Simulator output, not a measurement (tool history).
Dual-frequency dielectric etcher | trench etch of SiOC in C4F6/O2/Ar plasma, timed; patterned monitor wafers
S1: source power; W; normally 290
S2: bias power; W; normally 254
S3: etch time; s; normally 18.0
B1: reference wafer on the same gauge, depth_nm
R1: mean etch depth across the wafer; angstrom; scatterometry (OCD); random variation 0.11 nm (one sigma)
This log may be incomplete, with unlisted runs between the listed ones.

Run 1, hour 0.0: usual settings; B1 31.39. Result: R1 388.2 angstrom.
Run 2, hour 15.9: usual settings; B1 31.40. Result: R1 388.8 angstrom.
Run 3, hour 26.5: usual settings; B1 31.40. Result: R1 388.9 angstrom.
Run 4, hour 39.0: usual settings; B1 31.40. Result: R1 392.3 angstrom.
Run 5, hour 53.1: usual settings but S2 269 W; B1 31.38. Result: R1 395.4 angstrom.
Run 6, hour 70.1: usual settings but S2 285 W; B1 31.38. Result: R1 402.3 angstrom.
Run 7, hour 77.4: usual settings but S2 285 W; B1 31.41. Result: R1 403.1 angstrom.
Run 8, hour 90.1: usual settings; B1 31.39. Result: R1 393.1 angstrom.
Run 9, hour 100.0: usual settings; B1 31.39. Result: R1 389.5 angstrom.
Run 10, hour 111.2: usual settings but S1 340 W, S3 17.0 s; B1 31.40. Result: R1 398.0 angstrom.
Run 11, hour 121.8: usual settings but S1 260 W, S2 286 W; B1 31.39. Result: R1 385.7 angstrom.
Run 12, hour 138.5: usual settings but S1 260 W, S2 286 W; B1 31.41. Result: R1 388.2 angstrom.
At hour 141.5: gauge calibrated.
At hour 142.7: source power generator calibrated.
Run 13, hour 155.8: usual settings; B1 31.40. Result: R1 395.3 angstrom.
Run 14, hour 173.2: usual settings; B1 31.41. Result: R1 394.7 angstrom.
Run 15, hour 185.0: usual settings but S1 250 W, S2 231 W, S3 21.5 s; B1 31.42. Result: R1 427.8 angstrom.
Run 16, hour 195.4: usual settings but S1 340 W, S2 223 W, S3 19.5 s; B1 31.41. Result: R1 443.0 angstrom.
At hour 232.0: upper electrode replaced.
Run 17, hour 232.5: usual settings; B1 31.39. Result: R1 394.9 angstrom.
At hour 238.3: bias power generator calibrated.
Run 18, hour 241.2: usual settings; B1 31.41. Result: R1 394.9 angstrom.
Run 19, hour 248.6: usual settings but S1 240 W, S2 191 W; B1 31.40. Result: R1 338.4 angstrom.
At hour 287.6: wet clean of the chamber.
Run 20, hour 288.1: usual settings but S1 250 W, S2 211 W, S3 20.5 s; B1 31.39. Result: R1 390.2 angstrom.
Run 21, hour 288.4: usual settings but S3 21.5 s; B1 31.41. Result: R1 459.6 angstrom.
Run 22, hour 301.0: usual settings but S3 13.0 s; B1 31.41. Result: R1 277.1 angstrom.
Run 23, hour 312.7: usual settings; B1 31.40. Result: R1 384.3 angstrom.
Run 24, hour 330.0: usual settings but S2 298 W; B1 31.40. Result: R1 401.7 angstrom.
Run 25, hour 338.7: usual settings; B1 31.39. Result: R1 384.0 angstrom.
Run 26, hour 345.1: usual settings but S1 350 W, S2 299 W, S3 15.0 s; B1 31.39. Result: R1 364.6 angstrom.
Run 27, hour 357.5: usual settings but S1 330 W, S2 215 W, S3 12.5 s; B1 31.39. Result: R1 271.1 angstrom.
Run 28, hour 371.0: usual settings but S1 340 W, S3 17.0 s; B1 31.41. Result: R1 390.7 angstrom.

Forecast each of these 5 alternatives for the next run:
Run A, hour 371.4: usual settings; B1 ?. Result: R1 ?.
Run B, hour 371.4: usual settings but S1 240 W, S2 286 W, S3 15.0 s; B1 ?. Result: R1 ?.
Run C, hour 371.4: usual settings but S1 340 W, S2 229 W, S3 15.0 s; B1 ?. Result: R1 ?.
Run D, hour 371.4: usual settings but S1 250 W, S3 23.5 s; B1 ?. Result: R1 ?.
Run E, hour 371.4: usual settings but S1 330 W, S3 23.0 s; B1 ?. Result: R1 ?.

run     B1     R1
  A  31.39  386.3
  B  31.39  305.7
  C  31.39  335.8
  D  31.39  471.8
  E  31.39  522.5
Had the tool no hidden state, the same runs would have come out as:
run     R1
  A  383.2
  B  303.2
  C  333.1
  D  467.9
  E  518.2
